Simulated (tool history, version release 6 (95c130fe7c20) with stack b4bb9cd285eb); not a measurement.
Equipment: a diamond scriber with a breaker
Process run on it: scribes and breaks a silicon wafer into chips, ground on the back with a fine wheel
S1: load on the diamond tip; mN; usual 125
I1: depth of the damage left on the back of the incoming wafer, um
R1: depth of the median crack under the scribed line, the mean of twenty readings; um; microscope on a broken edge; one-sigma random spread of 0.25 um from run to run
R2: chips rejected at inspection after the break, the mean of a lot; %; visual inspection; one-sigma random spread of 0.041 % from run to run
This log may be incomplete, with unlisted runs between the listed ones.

run,hour,S1,I1,R1,R2
1,0,154,2.89,15.73,4.17
2,46,125,2.92,12.61,1.26
3,75.3,125,2.04,13.24,0.7
4,134.1,125,2.29,13.02,0.72
5,174,125,1.88,13.14,0.57
6,234.3,125,2.85,12.84,1.33
7,285.1,143,2.26,15,2.04
8,320.1,143,2.19,14.22,1.64
9,389.2,140,1.57,14.34,1.12
10,417.1,140,2.05,14.23,1.26
11,468.8,139,1.64,14.07,1.08
12,530.1,139,1.52,13.68,0.96
13,560.6,139,2.18,13.41,0.94
14,623,146,2.81,14.24,1.87
# hour 674: load on the tip recalibrated
15,681.1,125,1.55,12.46,0.9
16,710.8,125,2.74,12.41,1.59
17,768.3,125,2.52,12.48,1.54
18,795.3,104,2.74,10.67,7.42
19,848.8,160,2.21,14.96,2.49
20,917.5,151,1.88,14.38,1.19
21,977.6,145,1.76,13.28,0.61
22,1017,125,1.57,11.91,1.76
23,1061.3,102,2.15,9.73,11.48
24,1110.1,92,2.67,8.64,19.24
25,1142.9,93,1.86,8.79,18.37
# hour 1177.9: diamond tip replaced by a new one
26,1180.3,160,2.32,12.54,0.93
27,1222.6,147,2.7,11.74,2.9
28,1259.7,140,2.65,11.47,4.2
29,1317.5,90,2.12,7.68,34.92
30,1479.2,89,2.12,7.76,32.55
# hour 1496.1: load on the tip recalibrated
31,1620.5,153,2.7,12.02,2.32
32,1670.2,155,2.18,11.76,2.12
# hour 1695.1: diamond tip replaced by a new one, repeated, since the last time left the tool worse
33,1721.5,88,1.77,9.82,12.79
34,1755.6,105,2.14,11.39,3.87
35,1808,125,1.79,12.93,0.54
36,1861.4,109,2.79,11.72,3.15
37,1912.9,158,2.05,15.82,4.68
38,1943.4,94,2.68,10.43,8.94
39,2011.7,115,2.33,12.2,1.71
40,2046.4,161,2.63,16.18,5.39
41,2114.3,125,1.51,12.83,0.54

Consider 4 possible next runs. They are alternatives, not a sequence: every one starts from the tool as it was left by run 41. What does each give?
A,2114.8,111,2.36,?,?
B,2114.8,101,2.36,?,?
C,2114.8,156,2.36,?,?
D,2114.8,110,2.36,?,?

run,R1,R2
A,11.64,2.94
B,10.74,6.54
C,15.31,4.46
D,11.55,3.2
Without the tool's unlogged condition, the same runs would have read:
run,R1,R2
A,11.81,2.46
B,10.9,5.75
C,15.54,5.15
D,11.72,2.7
